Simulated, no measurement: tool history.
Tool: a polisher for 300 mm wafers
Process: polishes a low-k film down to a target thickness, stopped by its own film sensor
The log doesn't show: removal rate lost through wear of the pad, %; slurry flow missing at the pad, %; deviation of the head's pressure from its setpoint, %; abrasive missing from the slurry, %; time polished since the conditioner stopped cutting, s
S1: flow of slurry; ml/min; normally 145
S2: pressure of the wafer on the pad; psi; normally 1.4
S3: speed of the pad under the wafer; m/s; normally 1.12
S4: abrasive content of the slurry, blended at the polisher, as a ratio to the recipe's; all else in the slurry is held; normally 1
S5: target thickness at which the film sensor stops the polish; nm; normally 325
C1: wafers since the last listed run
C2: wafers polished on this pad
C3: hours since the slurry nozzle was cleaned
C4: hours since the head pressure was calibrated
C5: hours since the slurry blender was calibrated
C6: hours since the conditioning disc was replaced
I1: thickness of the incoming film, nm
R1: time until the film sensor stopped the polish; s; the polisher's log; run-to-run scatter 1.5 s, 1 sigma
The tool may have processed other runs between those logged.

run 1 hour=0 | S1=145 S2=1.4 S3=1.12 S4=1 S5=332 | C1=0 C2=2311 C3=77.3 C4=141.2 C5=288.4 C6=429.4 | I1=359 | R1=116
run 2 hour=43.2 | S1=145 S2=1.4 S3=1.44 S4=1 S5=325 | C1=556 C2=2868 C3=120.5 C4=184.4 C5=331.6 C6=472.6 | I1=354.3 | R1=103.3
-- hour=125 slurry blender recalibrated
run 3 hour=139 | S1=145 S2=1.4 S3=1.44 S4=1 S5=325 | C1=1208 C2=4076 C3=216.3 C4=280.2 C5=14 C6=568.4 | I1=358.8 | R1=120.6
-- hour=155.8 conditioning disc replaced and pad reconditioned
run 4 hour=212.8 | S1=145 S2=1.4 S3=1.44 S4=1 S5=325 | C1=925 C2=5002 C3=290.1 C4=354 C5=87.8 C6=57 | I1=362.1 | R1=124.9
run 5 hour=260.3 | S1=145 S2=1.4 S3=1.12 S4=1 S5=325 | C1=612 C2=5614 C3=337.6 C4=401.5 C5=135.3 C6=104.5 | I1=363.8 | R1=157.7
-- hour=280.1 worn pad replaced by a new one
run 6 hour=301.6 | S1=145 S2=1.4 S3=1.12 S4=1 S5=325 | C1=480 C2=277 C3=378.9 C4=442.8 C5=176.6 C6=145.8 | I1=361.3 | R1=146.3
run 7 hour=352.3 | S1=145 S2=1.4 S3=1.12 S4=1 S5=325 | C1=653 C2=930 C3=429.6 C4=493.5 C5=227.3 C6=196.5 | I1=358.1 | R1=139.1
run 8 hour=407.9 | S1=105 S2=1.4 S3=1.12 S4=1 S5=325 | C1=716 C2=1646 C3=485.2 C4=549.1 C5=282.9 C6=252.1 | I1=353.7 | R1=129.3
run 9 hour=458.2 | S1=145 S2=1.4 S3=1.12 S4=1 S5=325 | C1=648 C2=2295 C3=535.5 C4=599.4 C5=333.2 C6=302.4 | I1=359.8 | R1=142.6
-- hour=522.6 slurry nozzle cleaned
-- hour=528.8 slurry blender recalibrated
run 10 hour=548.6 | S1=145 S2=1.4 S3=1.12 S4=1 S5=325 | C1=1126 C2=3421 C3=26 C4=689.8 C5=19.8 C6=392.8 | I1=366.7 | R1=173
run 11 hour=614.4 | S1=145 S2=1.4 S3=0.8 S4=0.8 S5=325 | C1=847 C2=4269 C3=91.8 C4=755.6 C5=85.6 C6=458.6 | I1=359.7 | R1=206.1
run 12 hour=703.2 | S1=145 S2=1.4 S3=1.12 S4=1 S5=325 | C1=1144 C2=5413 C3=180.6 C4=844.4 C5=174.4 C6=547.4 | I1=353.3 | R1=121.4
-- hour=746.1 conditioning disc replaced and pad reconditioned
run 13 hour=761.6 | S1=145 S2=0.9 S3=1.12 S4=1.25 S5=325 | C1=726 C2=6140 C3=239 C4=902.8 C5=232.8 C6=15.5 | I1=362 | R1=210.2
-- hour=787.7 worn pad replaced by a new one
run 14 hour=861.3 | S1=145 S2=1.4 S3=1.12 S4=0.75 S5=329 | C1=1233 C2=948 C3=338.7 C4=1002.5 C5=332.5 C6=115.2 | I1=359.8 | R1=141.5
run 15 hour=917.4 | S1=145 S2=1.4 S3=1.12 S4=1 S5=334 | C1=722 C2=1671 C3=394.8 C4=1058.6 C5=388.6 C6=171.3 | I1=358.5 | R1=102
-- hour=933.9 slurry blender recalibrated
run 16 hour=977.4 | S1=175 S2=1.4 S3=1.12 S4=1 S5=325 | C1=747 C2=2418 C3=454.8 C4=1118.6 C5=43.5 C6=231.3 | I1=364.9 | R1=156.9
run 17 hour=1080.5 | S1=190 S2=1.8 S3=1.36 S4=0.8 S5=325 | C1=1328 C2=3747 C3=557.9 C4=1221.7 C5=146.6 C6=334.4 | I1=361.4 | R1=107.2
-- hour=1104.6 head pressure recalibrated
run 18 hour=1176.8 | S1=145 S2=1.4 S3=1.44 S4=1 S5=325 | C1=1215 C2=4962 C3=654.2 C4=72.2 C5=242.9 C6=430.7 | I1=361.2 | R1=125
-- hour=1205.6 worn pad replaced by a new one
-- hour=1231.9 slurry nozzle cleaned
run 19 hour=1281.6 | S1=145 S2=1.4 S3=1.12 S4=1.2 S5=325 | C1=1286 C2=966 C3=49.7 C4=177 C5=347.7 C6=535.5 | I1=362.4 | R1=148
-- hour=1305.6 conditioning disc replaced and pad reconditioned
run 20 hour=1359.5 | S1=145 S2=1.4 S3=1.12 S4=1 S5=325 | C1=978 C2=1944 C3=127.6 C4=254.9 C5=425.6 C6=53.9 | I1=360.5 | R1=143
-- hour=1385.7 slurry blender recalibrated
run 21 hour=1440.2 | S1=145 S2=1.6 S3=1.12 S4=1 S5=325 | C1=1014 C2=2958 C3=208.3 C4=335.6 C5=54.5 C6=134.6 | I1=354.9 | R1=105.6
run 22 hour=1497.1 | S1=145 S2=1.4 S3=1.26 S4=1.15 S5=313 | C1=733 C2=3691 C3=265.2 C4=392.5 C5=111.4 C6=191.5 | I1=360.9 | R1=172.4
run 23 hour=1562.2 | S1=145 S2=1.4 S3=1.12 S4=1 S5=325 | C1=838 C2=4530 C3=330.3 C4=457.6 C5=176.5 C6=256.6 | I1=364.7 | R1=164.2
run 24 hour=1624.6 | S1=145 S2=1 S3=1.12 S4=1.15 S5=325 | C1=804 C2=5334 C3=392.7 C4=520 C5=238.9 C6=319 | I1=359.9 | R1=189.5
-- hour=1681.6 worn pad replaced by a new one
run 25 hour=1698.3 | S1=145 S2=1.9 S3=1.12 S4=1 S5=325 | C1=898 C2=215 C3=466.4 C4=593.7 C5=312.6 C6=392.7 | I1=363.1 | R1=120.8

Below are 4 alternative next runs, each starting from the tool's condition after run 25. Predict each:
run A hour=1698.8 | S1=145 S2=1.4 S3=1.12 S4=1 S5=331 | C1=6 C2=221 C3=466.9 C4=594.2 C5=313.1 C6=393.2 | I1=357.4 | R1=?
run B hour=1698.8 | S1=180 S2=1.1 S3=1.24 S4=1 S5=331 | C1=6 C2=221 C3=466.9 C4=594.2 C5=313.1 C6=393.2 | I1=357.4 | R1=?
run C hour=1698.8 | S1=145 S2=1.4 S3=0.94 S4=1.25 S5=325 | C1=6 C2=221 C3=466.9 C4=594.2 C5=313.1 C6=393.2 | I1=357.4 | R1=?
run D hour=1698.8 | S1=145 S2=1.4 S3=1.12 S4=1.1 S5=325 | C1=6 C2=221 C3=466.9 C4=594.2 C5=313.1 C6=393.2 | I1=357.4 | R1=?

run=A R1=112.4
run=B R1=126.1
run=C R1=145
run=D R1=133
Take away the tool's hidden state, keep each run's random variation, and the runs would have read:
run=A R1=105.8
run=B R1=119.6
run=C R1=137.6
run=D R1=125.3
